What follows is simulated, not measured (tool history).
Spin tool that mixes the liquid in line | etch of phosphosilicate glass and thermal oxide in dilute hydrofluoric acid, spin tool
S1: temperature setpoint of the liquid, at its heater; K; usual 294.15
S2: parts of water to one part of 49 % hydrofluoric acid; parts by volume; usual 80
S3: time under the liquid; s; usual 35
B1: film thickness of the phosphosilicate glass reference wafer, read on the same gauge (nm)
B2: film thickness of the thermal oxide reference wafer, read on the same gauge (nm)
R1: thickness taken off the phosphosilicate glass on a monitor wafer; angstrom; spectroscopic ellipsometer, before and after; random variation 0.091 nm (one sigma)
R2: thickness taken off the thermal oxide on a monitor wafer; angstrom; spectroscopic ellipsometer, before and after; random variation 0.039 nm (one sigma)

| run | hour | S1 | S2 | S3 | B1 | B2 | R1 | R2 |
|---|---|---|---|---|---|---|---|---|
| 1 | 0 | 294.15 | 80 | 35 | 80.01 | 49.951 | 332.9 | 20.79 |
| 2 | 16.2 | 294.15 | 80 | 35 | 80.01 | 49.98 | 332.4 | 20.94 |
| 3 | 38.4 | 294.15 | 80 | 35 | 80 | 50.018 | 332.3 | 20.85 |
| 4 | 53.7 | 294.15 | 80 | 35 | 80.03 | 50.069 | 330.3 | 20.76 |
| 5 | 71.6 | 294.15 | 95 | 35 | 80.01 | 49.994 | 273.1 | 17.22 |
| 6 | 87.9 | 294.15 | 80 | 35 | 80.01 | 49.96 | 331.8 | 21.54 |
| 7 | 101.7 | 294.15 | 80 | 35 | 79.99 | 50.02 | 331.8 | 21.1 |
| 8 | 116.7 | 294.15 | 80 | 35 | 80 | 50.047 | 331.6 | 21.52 |
| 9 | 130.8 | 294.15 | 80 | 35 | 79.98 | 50.007 | 333 | 21.48 |
|  | 158.7 | gauge calibrated |
| 10 | 159.8 | 294.15 | 80 | 35 | 80 | 49.981 | 332 | 20.84 |
|  | 193.5 | thermometer replaced |
| 11 | 216.1 | 294.15 | 80 | 35 | 80 | 50.054 | 303.5 | 19.03 |
| 12 | 236.9 | 297.65 | 80 | 20 | 80.02 | 50 | 199.9 | 12.59 |
| 13 | 252.4 | 294.15 | 80 | 35 | 79.99 | 50.042 | 303.5 | 19.66 |
| 14 | 281.4 | 290.15 | 65 | 25 | 80 | 49.95 | 229.4 | 14.18 |
| 15 | 295.3 | 290.15 | 60 | 35 | 79.99 | 49.981 | 349 | 21.76 |
| 16 | 400.3 | 292.65 | 80 | 35 | 80 | 49.953 | 286.3 | 17.75 |
| 17 | 422.1 | 294.15 | 100 | 45 | 79.99 | 50 | 307.8 | 19.8 |
| 18 | 443.1 | 294.15 | 80 | 25 | 79.98 | 50.004 | 219 | 13.4 |
|  | 457.7 | hydrofluoric acid flow meter replaced |
| 19 | 477.5 | 292.15 | 45 | 35 | 79.99 | 49.989 | 523.7 | 32.58 |
| 20 | 508.8 | 295.65 | 55 | 25 | 79.99 | 50.045 | 351.3 | 22.58 |
| 21 | 542.2 | 292.65 | 80 | 35 | 79.99 | 49.965 | 290.4 | 18.45 |
| 22 | 554.2 | 290.15 | 105 | 35 | 80.01 | 50.011 | 192.9 | 12.71 |
|  | 580.3 | gauge calibrated |
| 23 | 587.3 | 292.65 | 55 | 35 | 79.98 | 50.011 | 434.1 | 27.88 |
| 24 | 609.1 | 294.15 | 80 | 35 | 79.98 | 49.987 | 308.2 | 19 |
| 25 | 622.4 | 298.15 | 45 | 55 | 79.99 | 50.013 | 1062.5 | 66.67 |

5 ways to go on from here, each from the tool as it stands after run 25. What would each give?
| A | 622.8 | 294.15 | 80 | 35 | ? | ? | ? | ? |
| B | 622.8 | 298.15 | 95 | 50 | ? | ? | ? | ? |
| C | 622.8 | 298.15 | 110 | 50 | ? | ? | ? | ? |
| D | 622.8 | 290.65 | 65 | 40 | ? | ? | ? | ? |
| E | 622.8 | 297.65 | 110 | 35 | ? | ? | ? | ? |

| run | B1 | B2 | R1 | R2 |
|---|---|---|---|---|
| A | 79.98 | 50.048 | 307.7 | 20.12 |
| B | 79.98 | 50.048 | 426.7 | 27.91 |
| C | 79.98 | 50.048 | 361.6 | 23.65 |
| D | 79.98 | 50.048 | 380.3 | 24.87 |
| E | 79.98 | 50.048 | 248.3 | 16.24 |
Without the tool's hidden state the same runs would have given:
| run | R1 | R2 |
|---|---|---|
| A | 301.8 | 19.74 |
| B | 418.9 | 27.4 |
| C | 355.1 | 23.22 |
| D | 372.7 | 24.38 |
| E | 243.7 | 15.94 |

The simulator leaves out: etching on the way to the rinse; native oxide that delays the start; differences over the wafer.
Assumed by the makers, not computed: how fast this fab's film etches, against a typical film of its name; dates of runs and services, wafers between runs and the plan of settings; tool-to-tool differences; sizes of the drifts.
